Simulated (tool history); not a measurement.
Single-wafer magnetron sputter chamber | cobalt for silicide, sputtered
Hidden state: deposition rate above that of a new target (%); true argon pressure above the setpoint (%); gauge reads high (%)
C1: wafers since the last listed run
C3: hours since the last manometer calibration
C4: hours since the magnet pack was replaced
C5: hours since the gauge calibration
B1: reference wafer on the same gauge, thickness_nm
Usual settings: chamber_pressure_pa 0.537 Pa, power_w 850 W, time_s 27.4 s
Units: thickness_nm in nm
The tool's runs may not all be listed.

Run 1, hour 0: usual settings but power_w 950 W, time_s 29.1 s; C1 0; wafers on the sputter target 9055; C3 1622.4; C4 5008.2; C5 268.3; B1 10.6. Result: thickness_nm 13.077 nm.
Run 2, hour 52.5: usual settings but power_w 950 W, time_s 29.1 s; C1 1261; wafers on the sputter target 10316; C3 1674.9; C4 5060.7; C5 320.8; B1 10.592. Result: thickness_nm 13.074 nm.
At hour 92.9: sputter target and shields replaced.
Run 3, hour 93.4: usual settings but power_w 950 W, time_s 29.1 s; C1 790; wafers on the sputter target 11; C3 1715.8; C4 5101.6; C5 361.7; B1 10.598. Result: thickness_nm 13.455 nm.
Run 4, hour 129.4: usual settings; C1 864; wafers on the sputter target 876; C3 1751.8; C4 5137.6; C5 397.7; B1 10.603. Result: thickness_nm 11.278 nm.
Run 5, hour 201.2: usual settings; C1 1724; wafers on the sputter target 2600; C3 1823.6; C4 5209.4; C5 469.5; B1 10.601. Result: thickness_nm 11.226 nm.
Run 6, hour 264.9: usual settings; C1 1530; wafers on the sputter target 4131; C3 1887.3; C4 5273.1; C5 533.2; B1 10.598. Result: thickness_nm 11.219 nm.
Run 7, hour 313.2: usual settings; C1 1160; wafers on the sputter target 5291; C3 1935.6; C4 5321.4; C5 581.5; B1 10.599. Result: thickness_nm 11.142 nm.
Run 8, hour 360.4: usual settings; C1 1133; wafers on the sputter target 6425; C3 1982.8; C4 5368.6; C5 628.7; B1 10.603. Result: thickness_nm 11.152 nm.
Run 9, hour 421.5: usual settings but power_w 1000 W; C1 1467; wafers on the sputter target 7892; C3 2043.9; C4 5429.7; C5 689.8; B1 10.59. Result: thickness_nm 13.026 nm.
Run 10, hour 451.4: usual settings but power_w 1000 W; C1 718; wafers on the sputter target 8611; C3 2073.8; C4 5459.6; C5 719.7; B1 10.598. Result: thickness_nm 13.061 nm.
Run 11, hour 509.4: usual settings but power_w 1000 W; C1 1393; wafers on the sputter target 10004; C3 2131.8; C4 5517.6; C5 777.7; B1 10.596. Result: thickness_nm 12.942 nm.
At hour 531.1: sputter target and shields replaced.
At hour 570.7: capacitance manometer re-zeroed and calibrated.
Run 12, hour 577.7: usual settings; C1 1256; wafers on the sputter target 928; C3 7; C4 5585.9; C5 846; B1 10.598. Result: thickness_nm 11.162 nm.
Run 13, hour 760: usual settings; C1 4379; wafers on the sputter target 5307; C3 189.3; C4 5768.2; C5 1028.3; B1 10.6. Result: thickness_nm 11.06 nm.
At hour 787.9: gauge calibrated.
Run 14, hour 800.4: usual settings; C1 970; wafers on the sputter target 6277; C3 229.7; C4 5808.6; C5 12.5; B1 10.6. Result: thickness_nm 11.047 nm.
Run 15, hour 862.5: usual settings; C1 1491; wafers on the sputter target 7769; C3 291.8; C4 5870.7; C5 74.6; B1 10.605. Result: thickness_nm 10.956 nm.
Run 16, hour 914.1: usual settings but chamber_pressure_pa 0.467 Pa, power_w 1000 W, time_s 29.8 s; C1 1239; wafers on the sputter target 9008; C3 343.4; C4 5922.3; C5 126.2; B1 10.594. Result: thickness_nm 14.342 nm.
At hour 945.6: sputter target and shields replaced.
Run 17, hour 980.9: usual settings but chamber_pressure_pa 0.376 Pa, power_w 700 W; C1 1412; wafers on the sputter target 847; C3 410.2; C4 5989.1; C5 193; B1 10.596. Result: thickness_nm 9.66 nm.
At hour 1017.9: magnet pack replaced.
Run 18, hour 1018.4: usual settings; C1 708; wafers on the sputter target 1556; C3 447.7; C4 0.5; C5 230.5; B1 10.605. Result: thickness_nm 11.181 nm.
Run 19, hour 1072.2: usual settings; C1 1292; wafers on the sputter target 2848; C3 501.5; C4 54.3; C5 284.3; B1 10.596. Result: thickness_nm 11.125 nm.
Run 20, hour 1103.7: usual settings but chamber_pressure_pa 0.626 Pa; C1 756; wafers on the sputter target 3605; C3 533; C4 85.8; C5 315.8; B1 10.6. Result: thickness_nm 10.83 nm.

Forecast run 21:
Run 21, hour 1155.2: usual settings but chamber_pressure_pa 0.42 Pa; C1 1237; wafers on the sputter target 4842; C3 584.5; C4 137.3; C5 367.3; B1 ?. Result: thickness_nm ?.

Run 21 gave B1 10.598, thickness_nm 11.452 nm.
Without the tool's hidden state the same run would have given thickness_nm 11.584 nm.
